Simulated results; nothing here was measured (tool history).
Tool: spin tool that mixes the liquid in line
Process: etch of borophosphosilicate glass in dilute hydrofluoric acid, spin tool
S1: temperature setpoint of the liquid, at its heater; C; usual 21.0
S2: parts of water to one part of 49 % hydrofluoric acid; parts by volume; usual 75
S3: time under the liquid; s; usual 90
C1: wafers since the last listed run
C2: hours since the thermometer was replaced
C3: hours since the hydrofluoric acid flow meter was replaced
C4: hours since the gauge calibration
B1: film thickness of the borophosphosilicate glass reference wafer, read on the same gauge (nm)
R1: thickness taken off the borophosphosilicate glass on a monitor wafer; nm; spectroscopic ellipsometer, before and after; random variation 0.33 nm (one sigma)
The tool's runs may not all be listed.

Run 1, hour 0.0: usual settings; C1 0; C2 1246.5; C3 735.6; C4 536.3; B1 30.00. Result: R1 38.11 nm.
At hour 21.2: gauge calibrated.
Run 2, hour 29.5: usual settings; C1 236; C2 1276.0; C3 765.1; C4 8.3; B1 30.03. Result: R1 38.70 nm.
Run 3, hour 89.9: usual settings but S2 95 parts by volume; C1 485; C2 1336.4; C3 825.5; C4 68.7; B1 30.00. Result: R1 29.65 nm.
Run 4, hour 114.0: usual settings but S2 95 parts by volume; C1 193; C2 1360.5; C3 849.6; C4 92.8; B1 30.00. Result: R1 29.19 nm.
Run 5, hour 162.2: usual settings but S2 95 parts by volume; C1 387; C2 1408.7; C3 897.8; C4 141.0; B1 29.98. Result: R1 29.16 nm.
Run 6, hour 234.1: usual settings; C1 577; C2 1480.6; C3 969.7; C4 212.9; B1 29.99. Result: R1 37.62 nm.
Run 7, hour 277.7: usual settings; C1 350; C2 1524.2; C3 1013.3; C4 256.5; B1 30.01. Result: R1 37.78 nm.
Run 8, hour 303.8: usual settings; C1 209; C2 1550.3; C3 1039.4; C4 282.6; B1 29.97. Result: R1 37.43 nm.
Run 9, hour 344.2: usual settings; C1 324; C2 1590.7; C3 1079.8; C4 323.0; B1 29.98. Result: R1 36.93 nm.
Run 10, hour 379.3: usual settings; C1 281; C2 1625.8; C3 1114.9; C4 358.1; B1 30.01. Result: R1 36.62 nm.
At hour 384.2: hydrofluoric acid flow meter replaced.
Run 11, hour 421.9: usual settings but S1 22.5 C, S2 85 parts by volume, S3 45 s; C1 334; C2 1668.4; C3 37.7; C4 400.7; B1 29.99. Result: R1 19.38 nm.
At hour 479.1: thermometer replaced.
Run 12, hour 486.2: usual settings but S2 50 parts by volume, S3 65 s; C1 508; C2 7.1; C3 102.0; C4 465.0; B1 30.05. Result: R1 45.85 nm.
Run 13, hour 525.3: usual settings but S1 18.5 C, S2 110 parts by volume, S3 65 s; C1 314; C2 46.2; C3 141.1; C4 504.1; B1 30.01. Result: R1 17.39 nm.
At hour 550.3: gauge calibrated.
Run 14, hour 552.7: usual settings but S2 40 parts by volume, S3 50 s; C1 220; C2 73.6; C3 168.5; C4 2.4; B1 30.00. Result: R1 44.37 nm.
Run 15, hour 609.1: usual settings but S1 17.0 C, S3 65 s; C1 453; C2 130.0; C3 224.9; C4 58.8; B1 29.98. Result: R1 24.78 nm.
Run 16, hour 652.3: usual settings but S1 18.0 C; C1 347; C2 173.2; C3 268.1; C4 102.0; B1 29.98. Result: R1 35.73 nm.
Run 17, hour 706.7: usual settings but S2 40 parts by volume, S3 115 s; C1 437; C2 227.6; C3 322.5; C4 156.4; B1 30.00. Result: R1 100.26 nm.

Forecast each of these 3 alternatives for the next run:
Run A, hour 707.1: usual settings but S1 17.0 C; C1 3; C2 228.0; C3 322.9; C4 156.8; B1 ?. Result: R1 ?.
Run B, hour 707.1: usual settings but S1 17.0 C, S2 60 parts by volume, S3 130 s; C1 3; C2 228.0; C3 322.9; C4 156.8; B1 ?. Result: R1 ?.
Run C, hour 707.1: usual settings but S1 18.5 C, S2 35 parts by volume, S3 120 s; C1 3; C2 228.0; C3 322.9; C4 156.8; B1 ?. Result: R1 ?.

run     B1      R1
  A  29.98   33.99
  B  29.98   62.43
  C  29.98  108.58
Without the tool's hidden state the same runs would have given:
run      R1
  A   35.74
  B   65.59
  C  113.94

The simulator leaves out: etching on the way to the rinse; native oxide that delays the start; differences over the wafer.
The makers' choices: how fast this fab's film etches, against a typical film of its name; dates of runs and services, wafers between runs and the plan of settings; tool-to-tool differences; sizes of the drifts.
